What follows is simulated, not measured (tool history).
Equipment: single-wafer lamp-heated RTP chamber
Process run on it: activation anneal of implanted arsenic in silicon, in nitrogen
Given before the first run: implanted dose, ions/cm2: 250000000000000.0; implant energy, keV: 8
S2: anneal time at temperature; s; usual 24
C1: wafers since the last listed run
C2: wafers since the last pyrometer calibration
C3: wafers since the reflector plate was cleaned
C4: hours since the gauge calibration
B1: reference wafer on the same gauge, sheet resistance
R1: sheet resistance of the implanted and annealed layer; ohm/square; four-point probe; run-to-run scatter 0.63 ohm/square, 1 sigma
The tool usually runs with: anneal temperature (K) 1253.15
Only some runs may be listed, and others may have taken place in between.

run 1 hour=0.0 | anneal_temperature_(K)=1253.15 S2=24 | C1=0 C2=1444 C3=985 C4=702.7 | B1=331.09 | R1=368.68
run 2 hour=24.9 | anneal_temperature_(K)=1253.15 S2=15 | C1=433 C2=1878 C3=1418 C4=727.6 | B1=331.19 | R1=372.91
run 3 hour=49.4 | anneal_temperature_(K)=1253.15 S2=15 | C1=426 C2=2304 C3=1845 C4=752.1 | B1=330.93 | R1=372.46
run 4 hour=82.4 | anneal_temperature_(K)=1253.15 S2=20 | C1=574 C2=2878 C3=2419 C4=785.1 | B1=331.01 | R1=369.99
run 5 hour=136.2 | anneal_temperature_(K)=1253.15 S2=20 | C1=936 C2=3814 C3=3355 C4=838.9 | B1=331.14 | R1=371.44
run 6 hour=166.7 | anneal_temperature_(K)=1253.15 S2=20 | C1=530 C2=4345 C3=3886 C4=869.4 | B1=330.97 | R1=370.06
run 7 hour=200.9 | anneal_temperature_(K)=1253.15 S2=24 | C1=595 C2=4940 C3=4481 C4=903.6 | B1=330.97 | R1=368.67
run 8 hour=231.5 | anneal_temperature_(K)=1253.15 S2=24 | C1=532 C2=5472 C3=5013 C4=934.2 | B1=330.73 | R1=368.73
run 9 hour=268.5 | anneal_temperature_(K)=1253.15 S2=24 | C1=643 C2=6116 C3=5657 C4=971.2 | B1=331.05 | R1=368.16
run 10 hour=311.9 | anneal_temperature_(K)=1253.15 S2=24 | C1=755 C2=6871 C3=6412 C4=1014.6 | B1=331.10 | R1=368.02
-- hour=359.9 pyrometer window cleaned and pyrometer calibrated
run 11 hour=380.2 | anneal_temperature_(K)=1253.15 S2=24 | C1=1049 C2=352 C3=7461 C4=1082.9 | B1=330.93 | R1=369.68
run 12 hour=407.5 | anneal_temperature_(K)=1253.15 S2=24 | C1=475 C2=827 C3=7936 C4=1110.2 | B1=330.93 | R1=367.60
-- hour=430.0 reflector plate cleaned
run 13 hour=436.1 | anneal_temperature_(K)=1270.15 S2=29 | C1=358 C2=1186 C3=105 C4=1138.8 | B1=330.89 | R1=360.79
run 14 hour=460.7 | anneal_temperature_(K)=1270.15 S2=29 | C1=428 C2=1614 C3=533 C4=1163.4 | B1=330.97 | R1=360.03
run 15 hour=493.5 | anneal_temperature_(K)=1261.15 S2=24 | C1=570 C2=2184 C3=1104 C4=1196.2 | B1=330.97 | R1=364.89
run 16 hour=521.7 | anneal_temperature_(K)=1253.15 S2=18 | C1=490 C2=2675 C3=1594 C4=1224.4 | B1=330.84 | R1=369.03
run 17 hour=593.4 | anneal_temperature_(K)=1232.15 S2=24 | C1=1247 C2=3923 C3=2842 C4=1296.1 | B1=330.97 | R1=372.13
run 18 hour=651.8 | anneal_temperature_(K)=1262.15 S2=29 | C1=1016 C2=4939 C3=3858 C4=1354.5 | B1=331.20 | R1=362.03
-- hour=811.4 pyrometer window cleaned and pyrometer calibrated
run 19 hour=830.3 | anneal_temperature_(K)=1253.15 S2=24 | C1=2966 C2=328 C3=6825 C4=1533.0 | B1=331.02 | R1=367.16
run 20 hour=880.1 | anneal_temperature_(K)=1253.15 S2=32 | C1=866 C2=1194 C3=7691 C4=1582.8 | B1=330.82 | R1=363.16
run 21 hour=924.8 | anneal_temperature_(K)=1228.15 S2=19 | C1=777 C2=1972 C3=8469 C4=1627.5 | B1=330.78 | R1=373.56
-- hour=966.3 reflector plate cleaned, repeated, since the last time left the tool worse
run 22 hour=988.4 | anneal_temperature_(K)=1253.15 S2=24 | C1=967 C2=2940 C3=384 C4=1691.1 | B1=330.99 | R1=369.66
run 23 hour=1038.5 | anneal_temperature_(K)=1275.15 S2=35 | C1=871 C2=3811 C3=1256 C4=1741.2 | B1=331.04 | R1=357.74
run 24 hour=1089.7 | anneal_temperature_(K)=1253.15 S2=24 | C1=890 C2=4702 C3=2147 C4=1792.4 | B1=331.03 | R1=367.97
run 25 hour=1161.5 | anneal_temperature_(K)=1265.15 S2=32 | C1=1249 C2=5952 C3=3396 C4=1864.2 | B1=330.80 | R1=362.11
run 26 hour=1185.6 | anneal_temperature_(K)=1226.15 S2=28 | C1=419 C2=6371 C3=3816 C4=1888.3 | B1=331.09 | R1=373.21
-- hour=1242.8 pyrometer window cleaned and pyrometer calibrated
run 27 hour=1243.3 | anneal_temperature_(K)=1253.15 S2=24 | C1=864 C2=8 C3=4680 C4=1946.0 | B1=331.03 | R1=369.52
-- hour=1394.8 gauge calibrated
run 28 hour=1446.5 | anneal_temperature_(K)=1242.15 S2=24 | C1=3535 C2=3544 C3=8216 C4=51.7 | B1=331.00 | R1=370.51
-- hour=1458.0 reflector plate cleaned
run 29 hour=1497.3 | anneal_temperature_(K)=1233.15 S2=16 | C1=744 C2=4289 C3=683 C4=102.5 | B1=331.07 | R1=375.43
run 30 hour=1565.3 | anneal_temperature_(K)=1281.15 S2=24 | C1=1183 C2=5472 C3=1866 C4=170.5 | B1=330.88 | R1=361.52
run 31 hour=1604.4 | anneal_temperature_(K)=1274.15 S2=29 | C1=680 C2=6152 C3=2546 C4=209.6 | B1=331.20 | R1=359.90
run 32 hour=1641.7 | anneal_temperature_(K)=1253.15 S2=24 | C1=649 C2=6801 C3=3195 C4=246.9 | B1=330.93 | R1=368.52
-- hour=1689.5 pyrometer window cleaned and pyrometer calibrated
run 33 hour=1711.2 | anneal_temperature_(K)=1274.15 S2=37 | C1=1070 C2=377 C3=4265 C4=316.4 | B1=331.09 | R1=357.91
run 34 hour=1869.7 | anneal_temperature_(K)=1262.15 S2=24 | C1=2757 C2=3135 C3=7023 C4=474.9 | B1=331.12 | R1=365.07
-- hour=1895.7 reflector plate cleaned
run 35 hour=1926.3 | anneal_temperature_(K)=1276.15 S2=32 | C1=845 C2=3980 C3=533 C4=531.5 | B1=331.00 | R1=359.53
run 36 hour=1955.6 | anneal_temperature_(K)=1267.15 S2=31 | C1=509 C2=4490 C3=1042 C4=560.8 | B1=331.05 | R1=362.44
run 37 hour=2002.5 | anneal_temperature_(K)=1262.15 S2=13 | C1=816 C2=5306 C3=1858 C4=607.7 | B1=330.83 | R1=372.43

What the log doesn't show, run by run:
true wafer temperature minus pyrometer reading, K: 0 across all the runs
gauge reads high (%): 0 across all the runs
H1: wafer temperature error from the tarnished reflector plate, K
run=1 H1=0.634
run=2 H1=0.83
run=3 H1=1.02
run=4 H1=1.28
run=5 H1=1.71
run=6 H1=1.95
run=7 H1=2.22
run=8 H1=2.46
run=9 H1=2.75
run=10 H1=3.09
run=11 H1=3.63
run=12 H1=3.85
run=13 H1=6.28
run=14 H1=6.47
run=15 H1=6.73
run=16 H1=6.95
run=17 H1=7.52
run=18 H1=7.98
run=19 H1=9.39
run=20 H1=9.78
run=21 H1=10.1
run=22 H1=0.451
run=23 H1=0.846
run=24 H1=1.25
run=25 H1=1.82
run=26 H1=2.01
run=27 H1=2.46
run=28 H1=4.06
run=29 H1=0.51
run=30 H1=1.05
run=31 H1=1.35
run=32 H1=1.65
run=33 H1=2.2
run=34 H1=3.45
run=35 H1=0.685
run=36 H1=0.917
run=37 H1=1.29

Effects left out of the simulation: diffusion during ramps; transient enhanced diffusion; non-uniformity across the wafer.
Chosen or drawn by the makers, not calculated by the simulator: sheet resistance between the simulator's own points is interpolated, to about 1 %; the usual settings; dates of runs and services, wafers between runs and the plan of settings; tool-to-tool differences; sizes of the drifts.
